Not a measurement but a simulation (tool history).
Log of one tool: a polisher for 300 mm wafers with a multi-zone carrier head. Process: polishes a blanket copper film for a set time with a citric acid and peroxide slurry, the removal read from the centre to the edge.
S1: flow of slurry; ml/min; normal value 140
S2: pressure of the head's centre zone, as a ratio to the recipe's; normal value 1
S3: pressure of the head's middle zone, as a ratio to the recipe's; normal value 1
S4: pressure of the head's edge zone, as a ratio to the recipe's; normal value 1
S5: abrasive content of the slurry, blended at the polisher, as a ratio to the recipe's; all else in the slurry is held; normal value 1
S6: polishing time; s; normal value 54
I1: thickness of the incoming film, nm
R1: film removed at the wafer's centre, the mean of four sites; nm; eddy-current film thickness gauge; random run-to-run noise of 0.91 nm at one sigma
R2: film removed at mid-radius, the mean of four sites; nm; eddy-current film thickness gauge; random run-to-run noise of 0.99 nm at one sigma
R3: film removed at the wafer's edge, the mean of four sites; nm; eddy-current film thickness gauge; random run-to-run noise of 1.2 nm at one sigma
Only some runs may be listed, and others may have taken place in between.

| run | hour | S1 | S2 | S3 | S4 | S5 | S6 | I1 | R1 | R2 | R3 |
|---|---|---|---|---|---|---|---|---|---|---|---|
| 1 | 0 | 140 | 1 | 1 | 1 | 1 | 69 | 848.1 | 98.2 | 102.2 | 105.3 |
|  | 17.2 | worn pad replaced by a new one |
| 2 | 17.7 | 140 | 1 | 1 | 1 | 1 | 69 | 855.9 | 110.9 | 116.5 | 118.8 |
| 3 | 31.1 | 140 | 1 | 1 | 1 | 1 | 54 | 850.2 | 82.1 | 85.1 | 86.3 |
| 4 | 46.7 | 140 | 1 | 1 | 1 | 1 | 54 | 862.9 | 80.6 | 82 | 83.2 |
| 5 | 58.4 | 140 | 1 | 1 | 1 | 1 | 54 | 849.4 | 79.8 | 81.6 | 84.6 |
|  | 67.9 | worn pad replaced by a new one |
| 6 | 68.4 | 140 | 1 | 1 | 1 | 1 | 54 | 848.2 | 86.3 | 89.6 | 91.7 |
| 7 | 75.9 | 140 | 1 | 1 | 1 | 1 | 54 | 857.8 | 83.7 | 86.1 | 91.3 |
| 8 | 86.8 | 140 | 1 | 1 | 1 | 1 | 54 | 860.1 | 80.1 | 83.2 | 87.3 |
| 9 | 93.8 | 140 | 1 | 1 | 0.96 | 1 | 54 | 840.9 | 79.5 | 82.7 | 83.5 |
|  | 98.9 | edge zone pressure recalibrated |
| 10 | 101 | 140 | 1.07 | 1.04 | 1 | 1 | 54 | 852.3 | 81 | 85.2 | 84.2 |
|  | 121.7 | slurry nozzle cleaned |
|  | 122.7 | worn pad replaced by a new one |
| 11 | 143.6 | 170 | 1.08 | 1.11 | 1 | 0.9 | 54 | 853.7 | 87.3 | 91.6 | 87 |
| 12 | 159.2 | 140 | 1 | 1 | 1.04 | 1 | 54 | 845.9 | 80.5 | 82.6 | 86.7 |
|  | 169.4 | worn pad replaced by a new one |
| 13 | 170.8 | 125 | 1 | 1 | 1 | 1 | 39 | 855.9 | 64.3 | 65 | 68.2 |
|  | 173.1 | centre zone pressure recalibrated |
| 14 | 181.1 | 95 | 1 | 1 | 1 | 0.8 | 54 | 862.8 | 76 | 79.9 | 82.7 |
|  | 192.9 | carrier head's membrane replaced by a new one |
| 15 | 193.4 | 140 | 1 | 1 | 0.95 | 1.2 | 43 | 866.4 | 67.9 | 70 | 71.5 |
| 16 | 207.7 | 175 | 1 | 1 | 0.97 | 1 | 54 | 842.9 | 83.2 | 88 | 84.1 |
| 17 | 217.6 | 140 | 1 | 1 | 1 | 1 | 54 | 847.6 | 78.5 | 81.3 | 84.9 |
|  | 226.4 | worn pad replaced by a new one |
| 18 | 234.3 | 140 | 1 | 1 | 1 | 1 | 54 | 842.4 | 84.9 | 87.5 | 89.8 |
| 19 | 249.5 | 140 | 1 | 1 | 1 | 1 | 54 | 849.9 | 80.8 | 83.5 | 86.1 |

Selected run-to-run steps in R1, each split into two signed amounts: the part the tool would show with no hidden state at all (from settings, incoming material and random variation), and the remainder, which goes to the hidden state together with any gauge scatter not common to the measured and the hidden-state-free results:
Hidden state at play: removal rate lost through wear of the pad, %; slurry flow missing at the pad, %; deviation of the centre zone's pressure from its setpoint, %; deviation of the edge zone's pressure from its setpoint, %.
Run 1 -> 2: worn pad replaced by a new one. R1 +12.7 nm: hidden state +12.3, all else +0.4.
Run 2 -> 3: S6 69 -> 54. R1 -28.8 nm: hidden state -3.1, all else -25.7.

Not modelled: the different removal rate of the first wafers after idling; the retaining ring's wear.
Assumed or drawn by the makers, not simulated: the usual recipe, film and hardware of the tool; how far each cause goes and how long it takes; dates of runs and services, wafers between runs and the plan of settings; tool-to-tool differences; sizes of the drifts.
